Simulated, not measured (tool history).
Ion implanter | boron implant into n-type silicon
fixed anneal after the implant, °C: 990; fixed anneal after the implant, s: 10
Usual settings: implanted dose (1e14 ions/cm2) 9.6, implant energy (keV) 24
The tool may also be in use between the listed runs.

run,hour,implanted dose (1e14 ions/cm2),implant energy (keV),"read-back reference wafer on the same gauge, sheet resistance",sheet resistance of the implanted and annealed layer (ohm/square)
1,0,10.68,24,98.9,111.55
2,92.2,9.6,24,99.02,121.21
3,116,9.6,24,99,120.95
4,130.1,9.6,24,99,121.22
5,152.1,11.21,24,99.04,107.71
6,176.5,11.21,24,98.94,107.54
7,202.3,11.21,24,99,107.57
8,214.7,8.22,24,99.09,137.03
9,230.9,8.22,24,99.04,136.97
10,245.8,8.86,24,99.09,129.12
11,283.7,8.86,24,99.01,128.86
12,306.4,8.86,24,99,129.31
13,319.5,9.6,30,99.05,119.3
14,349.5,9.6,30,99.01,118.88
15,372.4,9.6,30,99.05,119.25
16,461.6,9.6,24,99.03,120.99
17,477.6,9.6,24,99.02,120.99
18,505,9.6,24,99.04,121.13
19,537.2,9.6,24,99.04,120.81
20,550.8,9.6,24,99.08,121.43
21,571.3,11.05,22,98.98,110.09
22,602.7,8.22,24,98.98,136.73
23,615.8,7.18,20.5,99.01,154.95
24,649.2,9.6,24,98.97,121.06
25,661.4,9.6,32,99.1,118.9
26,681.2,6.85,19,99.05,161.88
27,695.8,8.86,24,98.99,129.05
28,730.3,11.39,24,99,106.45
29,751.7,7.14,19,99.06,156.43
30,784.6,9.6,24,99.05,121.08
# hour 810.3: Faraday cup replaced and dose calibrated
31,814.1,6.83,16,99,167.07
32,841.7,11.4,30.5,98.99,105.73
# hour 847.4: gauge calibrated
# hour 853.5: extraction supply calibrated
33,869.7,9.6,24,99.04,122.72
34,891.2,9.6,24,98.94,122.31
35,923,7.62,18,99.1,151.51
36,1012.3,6.77,18.5,99,165.88
37,1039.2,10.53,20.5,98.93,115.6
38,1074.1,7.77,24,98.96,145.21

The same runs without the tool's hidden state, with the same run-to-run variation:
The hidden state here: deviation of the true dose from the Faraday cup's reading, %; deviation of the true energy from its setpoint, %; gauge reads high (%).
run,sheet resistance of the implanted and annealed layer (ohm/square)
1,113.1
2,123.02
3,122.76
4,123.04
5,109.23
6,109.07
7,109.11
8,139.21
9,139.16
10,131.16
11,130.9
12,131.37
13,121.19
14,120.77
15,121.15
16,122.92
17,122.92
18,123.07
19,122.75
20,123.38
21,111.74
22,139.03
23,157.57
24,123.03
25,120.86
26,164.62
27,131.21
28,108.07
29,159.09
30,123.07
31,167.03
32,105.79
33,122.89
34,122.55
35,151.94
36,166.7
37,116.19
38,146.13

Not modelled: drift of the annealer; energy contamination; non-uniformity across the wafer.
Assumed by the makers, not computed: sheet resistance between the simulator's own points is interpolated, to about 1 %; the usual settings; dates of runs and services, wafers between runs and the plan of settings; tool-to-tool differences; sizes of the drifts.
